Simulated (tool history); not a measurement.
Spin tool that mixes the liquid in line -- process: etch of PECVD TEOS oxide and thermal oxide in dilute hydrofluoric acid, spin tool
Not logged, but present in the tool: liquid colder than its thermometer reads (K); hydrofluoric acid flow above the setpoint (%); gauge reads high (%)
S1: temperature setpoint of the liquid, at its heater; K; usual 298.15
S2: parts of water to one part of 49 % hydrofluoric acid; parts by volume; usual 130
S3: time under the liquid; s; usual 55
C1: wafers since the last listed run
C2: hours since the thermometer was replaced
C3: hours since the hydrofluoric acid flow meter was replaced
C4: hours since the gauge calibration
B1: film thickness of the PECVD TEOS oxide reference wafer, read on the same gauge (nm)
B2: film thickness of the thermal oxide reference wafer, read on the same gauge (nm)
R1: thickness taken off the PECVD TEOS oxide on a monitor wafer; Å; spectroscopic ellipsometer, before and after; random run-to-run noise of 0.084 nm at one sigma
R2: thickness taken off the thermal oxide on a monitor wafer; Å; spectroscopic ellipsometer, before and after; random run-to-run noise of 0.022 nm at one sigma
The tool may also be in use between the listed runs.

run    hour      S1   S2  S3    C1      C2      C3      C4     B1       B2     R1     R2
  1     0.0  298.15  130  55     0   192.7   540.9   655.1  29.99  120.019   87.1  20.40
  2    55.4  298.15  130  55   774   248.1   596.3   710.5  30.01  120.039   87.2  20.33
  3    92.3  298.15  130  55   515   285.0   633.2   747.4  30.00  119.965   85.3  20.36
  4   163.4  298.15  130  55   994   356.1   704.3   818.5  30.00  119.953   87.0  20.14
  5   224.0  298.15  130  70   847   416.7   764.9   879.1  30.01  119.987  112.1  25.50
  6   279.6  298.15  130  70   777   472.3   820.5   934.7  30.01  120.019  109.1  25.16
  7   448.9  301.65  130  55  2367   641.6   989.8  1104.0  30.00  120.007   99.8  22.81
      470.5  -- gauge calibrated
  8   546.3  301.65  130  55  1361   739.0  1087.2    75.8  29.98  119.997   98.5  22.83
  9   597.0  301.65  130  55   708   789.7  1137.9   126.5  30.01  120.032   96.8  22.56
 10   690.9  298.15  130  35  1313   883.6  1231.8   220.4  30.01  120.015   54.8  12.86
      697.5  -- hydrofluoric acid flow meter replaced
 11   775.3  302.65  130  55  1166   968.0    77.8   304.8  30.00  120.024   96.7  22.29
 12   872.7  298.15  130  55  1361  1065.4   175.2   402.2  30.01  119.968   80.9  18.59
 13   921.4  301.65  130  55   680  1114.1   223.9   450.9  30.02  120.011   93.1  22.01
 14   980.2  298.15  130  55   822  1172.9   282.7   509.7  30.00  119.981   81.7  19.01
     1023.8  -- thermometer replaced
 15  1041.1  298.15  130  25   837    17.3   343.6   570.6  30.01  120.002   40.0   9.47
 16  1083.6  296.15  130  70   594    59.8   386.1   613.1  29.99  119.979  103.6  24.48
 17  1152.0  298.15  130  55   956   128.2   454.5   681.5  29.99  119.973   88.0  20.56
 18  1217.1  302.15   80  40   910   193.3   519.6   746.6  30.00  119.991  128.7  30.37
 19  1264.0  298.15  150  90   655   240.2   566.5   793.5  29.99  119.973  120.8  28.18
 20  1324.1  294.65  130  55   840   300.3   626.6   853.6  30.00  119.995   75.8  17.72
 21  1419.8  301.15  155  55  1338   396.0   722.3   949.3  30.00  119.973   79.5  18.61

Branching from run 21: 3 alternative next runs. What would each branch give?
  A  1420.2  298.15  130  40   5  396.4  722.7  949.7   ?   ?   ?   ?
  B  1420.2  296.15  105  40   5  396.4  722.7  949.7   ?   ?   ?   ?
  C  1420.2  296.65  145  85   5  396.4  722.7  949.7   ?   ?   ?   ?

run     B1       B2     R1     R2
  A  30.01  120.005   63.4  14.80
  B  30.01  120.005   74.7  17.42
  C  30.01  120.005  112.1  26.15
With no hidden state in the tool, these same runs would have given:
run     R1     R2
  A   63.3  14.76
  B   74.6  17.41
  C  111.8  26.08
